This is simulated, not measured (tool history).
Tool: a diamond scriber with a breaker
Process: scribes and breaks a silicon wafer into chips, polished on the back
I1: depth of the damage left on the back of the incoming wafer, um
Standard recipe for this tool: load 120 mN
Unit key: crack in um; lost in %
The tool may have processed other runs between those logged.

Run 1, hour 0.0: usual settings; I1 0.03. Result: crack 9.57 um, lost 2.15 %.
Run 2, hour 57.5: usual settings; I1 0.05. Result: crack 9.35 um, lost 2.10 %.
Run 3, hour 109.3: usual settings; I1 0.02. Result: crack 9.41 um, lost 2.38 %.
Run 4, hour 177.8: usual settings; I1 0.02. Result: crack 9.04 um, lost 2.67 %.
Run 5, hour 214.3: usual settings; I1 0.04. Result: crack 8.99 um, lost 2.97 %.
Run 6, hour 260.9: usual settings; I1 0.02. Result: crack 9.07 um, lost 3.19 %.
Run 7, hour 294.6: usual settings but load 148 mN; I1 0.04. Result: crack 10.13 um, lost 1.98 %.
Run 8, hour 327.6: usual settings but load 148 mN; I1 0.04. Result: crack 10.15 um, lost 2.08 %.
Run 9, hour 388.1: usual settings; I1 0.04. Result: crack 8.78 um, lost 3.27 %.
Run 10, hour 445.5: usual settings; I1 0.01. Result: crack 8.84 um, lost 3.68 %.
Run 11, hour 491.1: usual settings but load 107 mN; I1 0.03. Result: crack 8.10 um, lost 6.34 %.
At hour 522.0: load on the tip recalibrated.
Run 12, hour 558.6: usual settings but load 103 mN; I1 0.01. Result: crack 8.04 um, lost 7.40 %.
At hour 605.4: diamond tip replaced by a new one.
Run 13, hour 616.9: usual settings; I1 0.05. Result: crack 9.72 um, lost 2.06 %.
Run 14, hour 651.3: usual settings but load 141 mN; I1 0.04. Result: crack 10.51 um, lost 2.28 %.
Run 15, hour 722.5: usual settings but load 91 mN; I1 0.03. Result: crack 7.80 um, lost 8.34 %.

Estimate the outcome of run 16 from the log above:
Run 16, hour 783.3: usual settings; I1 0.01. Result: crack ?, lost ?.

Run 16 gave crack 8.98 um, lost 3.05 %.
With the hidden condition absent and the run-to-run variation left alone, this run would have shown crack 9.83 um, lost 2.04 %.
